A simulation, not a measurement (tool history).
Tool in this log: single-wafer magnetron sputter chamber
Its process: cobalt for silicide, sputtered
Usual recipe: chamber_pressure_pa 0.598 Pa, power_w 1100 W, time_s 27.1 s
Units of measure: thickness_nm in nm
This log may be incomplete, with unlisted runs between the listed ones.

| run | hour | chamber_pressure_pa | power_w | time_s | wafers since the last listed run | wafers on the sputter target | hours since the last manometer calibration | hours since the magnet pack was replaced | hours since the gauge calibration | read-back reference wafer on the same gauge, thickness_nm | thickness_nm |
|---|---|---|---|---|---|---|---|---|---|---|---|
| 1 | 0.0 | 0.598 | 1100 | 27.1 | 0 | 892 | 695.8 | 10522.1 | 903.8 | 14.025 | 14.286 |
| 2 | 32.5 | 0.542 | 1100 | 23.4 | 716 | 1609 | 728.3 | 10554.6 | 936.3 | 14.008 | 12.571 |
| 3 | 54.3 | 0.542 | 1100 | 23.4 | 480 | 2089 | 750.1 | 10576.4 | 958.1 | 13.983 | 12.466 |
| 4 | 68.2 | 0.598 | 1100 | 27.1 | 306 | 2395 | 764.0 | 10590.3 | 972.0 | 14.010 | 14.306 |
| 5 | 98.7 | 0.598 | 1100 | 27.1 | 672 | 3068 | 794.5 | 10620.8 | 1002.5 | 13.992 | 14.288 |
| 6 | 117.9 | 0.598 | 1100 | 27.1 | 423 | 3491 | 813.7 | 10640.0 | 1021.7 | 13.995 | 14.406 |
| 7 | 133.5 | 0.598 | 1100 | 27.1 | 343 | 3835 | 829.3 | 10655.6 | 1037.3 | 14.014 | 14.361 |
| 8 | 148.0 | 0.598 | 1100 | 27.1 | 319 | 4154 | 843.8 | 10670.1 | 1051.8 | 13.997 | 14.279 |
| 9 | 173.7 | 0.598 | 1100 | 27.1 | 566 | 4721 | 869.5 | 10695.8 | 1077.5 | 13.990 | 14.273 |
|  | 185.7 | sputter target and shields replaced |
| 10 | 193.9 | 0.598 | 1100 | 27.1 | 268 | 179 | 889.7 | 10716.0 | 1097.7 | 14.015 | 14.442 |
| 11 | 210.0 | 0.598 | 950 | 27.1 | 354 | 534 | 905.8 | 10732.1 | 1113.8 | 14.014 | 12.352 |
|  | 213.0 | gauge calibrated |
| 12 | 227.1 | 0.598 | 950 | 27.1 | 376 | 911 | 922.9 | 10749.2 | 14.1 | 14.002 | 12.257 |
| 13 | 243.5 | 0.709 | 1350 | 31.1 | 361 | 1272 | 939.3 | 10765.6 | 30.5 | 14.022 | 19.586 |
| 14 | 273.2 | 0.598 | 1100 | 27.1 | 654 | 1927 | 969.0 | 10795.3 | 60.2 | 13.982 | 14.381 |
| 15 | 302.9 | 0.598 | 1100 | 27.1 | 654 | 2582 | 998.7 | 10825.0 | 89.9 | 13.982 | 14.415 |
| 16 | 318.9 | 0.598 | 1200 | 30.2 | 352 | 2934 | 1014.7 | 10841.0 | 105.9 | 13.996 | 17.425 |
| 17 | 353.8 | 0.507 | 1350 | 30.1 | 769 | 3703 | 1049.6 | 10875.9 | 140.8 | 13.997 | 20.050 |
| 18 | 386.6 | 0.403 | 850 | 27.1 | 722 | 4426 | 1082.4 | 10908.7 | 173.6 | 13.988 | 11.659 |
| 19 | 410.2 | 0.598 | 900 | 24.1 | 520 | 4947 | 1106.0 | 10932.3 | 197.2 | 13.995 | 10.489 |
| 20 | 428.5 | 0.690 | 950 | 25.6 | 403 | 5350 | 1124.3 | 10950.6 | 215.5 | 13.999 | 11.576 |
|  | 437.6 | sputter target and shields replaced |
| 21 | 446.1 | 0.723 | 900 | 27.1 | 211 | 187 | 1141.9 | 10968.2 | 233.1 | 14.003 | 11.419 |
| 22 | 477.2 | 0.442 | 950 | 29.5 | 685 | 872 | 1173.0 | 10999.3 | 264.2 | 13.999 | 14.136 |
| 23 | 498.9 | 0.486 | 1350 | 29.4 | 478 | 1351 | 1194.7 | 11021.0 | 285.9 | 14.019 | 19.800 |
| 24 | 514.8 | 0.401 | 1250 | 32.0 | 350 | 1701 | 1210.6 | 11036.9 | 301.8 | 14.001 | 20.375 |
|  | 527.3 | magnet pack replaced |
| 25 | 535.4 | 0.598 | 1250 | 27.1 | 277 | 1979 | 1231.2 | 8.1 | 322.4 | 14.021 | 16.509 |
|  | 550.0 | capacitance manometer re-zeroed and calibrated |
| 26 | 550.5 | 0.598 | 1300 | 23.3 | 156 | 2135 | 0.5 | 23.2 | 337.5 | 13.994 | 14.426 |
| 27 | 566.7 | 0.388 | 950 | 31.4 | 357 | 2492 | 16.7 | 39.4 | 353.7 | 13.979 | 15.046 |
| 28 | 583.4 | 0.598 | 900 | 24.1 | 368 | 2860 | 33.4 | 56.1 | 370.4 | 14.003 | 10.307 |
| 29 | 609.4 | 0.504 | 1250 | 23.8 | 573 | 3434 | 59.4 | 82.1 | 396.4 | 14.011 | 14.472 |
| 30 | 634.3 | 0.746 | 850 | 27.1 | 548 | 3982 | 84.3 | 107.0 | 421.3 | 14.023 | 10.575 |
| 31 | 668.9 | 0.442 | 1150 | 31.2 | 762 | 4745 | 118.9 | 141.6 | 455.9 | 13.997 | 17.892 |
|  | 691.5 | sputter target and shields replaced |
| 32 | 697.1 | 0.598 | 1350 | 22.4 | 445 | 124 | 147.1 | 169.8 | 484.1 | 14.006 | 14.335 |
| 33 | 723.7 | 0.746 | 850 | 27.1 | 586 | 710 | 173.7 | 196.4 | 510.7 | 13.990 | 10.588 |
| 34 | 759.3 | 0.708 | 1250 | 24.7 | 784 | 1495 | 209.3 | 232.0 | 546.3 | 14.019 | 14.337 |
| 35 | 781.9 | 0.377 | 900 | 22.1 | 498 | 1993 | 231.9 | 254.6 | 568.9 | 14.017 | 9.963 |
| 36 | 797.9 | 0.830 | 1350 | 23.8 | 352 | 2345 | 247.9 | 270.6 | 584.9 | 13.995 | 14.555 |

State the hidden condition of the tool at each of the runs:
deposition rate above that of a new target (%): 0 on each run
gauge reads high (%): 0 on each run
H1: true argon pressure above the setpoint (%)
| run | H1 |
|---|---|
| 1 | -4.56 |
| 2 | -4.98 |
| 3 | -5.27 |
| 4 | -5.47 |
| 5 | -5.9 |
| 6 | -6.18 |
| 7 | -6.41 |
| 8 | -6.63 |
| 9 | -7.03 |
| 10 | -7.36 |
| 11 | -7.62 |
| 12 | -7.91 |
| 13 | -8.18 |
| 14 | -8.7 |
| 15 | -9.23 |
| 16 | -9.53 |
| 17 | -10.2 |
| 18 | -10.8 |
| 19 | -11.3 |
| 20 | -11.7 |
| 21 | -12 |
| 22 | -12.7 |
| 23 | -13.1 |
| 24 | -13.5 |
| 25 | -14 |
| 26 | -3.44 |
| 27 | -3.44 |
| 28 | -3.45 |
| 29 | -3.47 |
| 30 | -3.51 |
| 31 | -3.57 |
| 32 | -3.64 |
| 33 | -3.72 |
| 34 | -3.84 |
| 35 | -3.93 |
| 36 | -4 |

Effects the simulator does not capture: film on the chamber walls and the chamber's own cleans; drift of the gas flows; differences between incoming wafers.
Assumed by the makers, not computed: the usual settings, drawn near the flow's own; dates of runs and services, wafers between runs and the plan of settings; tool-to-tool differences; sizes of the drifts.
